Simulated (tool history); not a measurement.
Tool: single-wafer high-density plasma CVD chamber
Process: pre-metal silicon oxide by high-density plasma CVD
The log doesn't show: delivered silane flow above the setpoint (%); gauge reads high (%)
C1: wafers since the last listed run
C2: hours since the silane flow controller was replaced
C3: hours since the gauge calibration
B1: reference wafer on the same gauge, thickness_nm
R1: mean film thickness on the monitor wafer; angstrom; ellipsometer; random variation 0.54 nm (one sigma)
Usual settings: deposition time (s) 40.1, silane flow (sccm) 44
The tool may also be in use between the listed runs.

Run 1, hour 0: usual settings but silane flow (sccm) 41; C1 0; C2 2440.7; C3 373.9; B1 206.017. Result: R1 1836.04 angstrom.
Run 2, hour 59.1: usual settings but silane flow (sccm) 41; C1 1659; C2 2499.8; C3 433; B1 205.979. Result: R1 1851.87 angstrom.
Run 3, hour 129.3: usual settings but silane flow (sccm) 41; C1 1971; C2 2570; C3 503.2; B1 206.066. Result: R1 1858.41 angstrom.
Run 4, hour 168.8: usual settings but deposition time (s) 44.1; C1 1109; C2 2609.5; C3 542.7; B1 206.005. Result: R1 2179.4 angstrom.
Run 5, hour 198.1: usual settings but deposition time (s) 44.1; C1 822; C2 2638.8; C3 572; B1 205.939. Result: R1 2180.81 angstrom.
Run 6, hour 223.9: usual settings but deposition time (s) 44.1; C1 724; C2 2664.6; C3 597.8; B1 205.919. Result: R1 2180.75 angstrom.
Run 7, hour 290.1: usual settings; C1 1858; C2 2730.8; C3 664; B1 206.007. Result: R1 1979.15 angstrom.
Run 8, hour 319.7: usual settings; C1 831; C2 2760.4; C3 693.6; B1 206.035. Result: R1 1980.48 angstrom.
At hour 329.1: gauge calibrated.
Run 9, hour 372: usual settings but deposition time (s) 36.4, silane flow (sccm) 49; C1 1468; C2 2812.7; C3 42.9; B1 205.967. Result: R1 2004.53 angstrom.
Run 10, hour 400.8: usual settings but deposition time (s) 44.1; C1 808; C2 2841.5; C3 71.7; B1 206.007. Result: R1 2170.89 angstrom.
Run 11, hour 472.5: usual settings but deposition time (s) 45, silane flow (sccm) 40; C1 2013; C2 2913.2; C3 143.4; B1 205.914. Result: R1 2023.4 angstrom.
Run 12, hour 505.8: usual settings; C1 934; C2 2946.5; C3 176.7; B1 205.861. Result: R1 1978.43 angstrom.
At hour 581.2: silane flow controller replaced.
Run 13, hour 672.7: usual settings but deposition time (s) 33.3, silane flow (sccm) 42; C1 4461; C2 91.5; C3 343.6; B1 206.042. Result: R1 1484.61 angstrom.
Run 14, hour 743.4: usual settings but deposition time (s) 37.7; C1 1985; C2 162.2; C3 414.3; B1 206.054. Result: R1 1759.11 angstrom.
Run 15, hour 767.7: usual settings but deposition time (s) 34.4; C1 682; C2 186.5; C3 438.6; B1 205.89. Result: R1 1611.08 angstrom.
Run 16, hour 834.9: usual settings but deposition time (s) 44.1; C1 1886; C2 253.7; C3 505.8; B1 205.996. Result: R1 2089.3 angstrom.

How the hidden state differs across the entries between the runs, from the last listed run before each to the first after it:
Between runs 8 and 9: gauge calibrated (hour 329.1)
  delivered silane flow above the setpoint (%): 6.3 -> 6.32
  measured less the result without the state, R1: +117.32 -> +119.08 angstrom
Between runs 12 and 13: silane flow controller replaced (hour 581.2)
  delivered silane flow above the setpoint (%): 6.36 -> 0.612
  measured less the result without the state, R1: +118.29 -> +9.03 angstrom
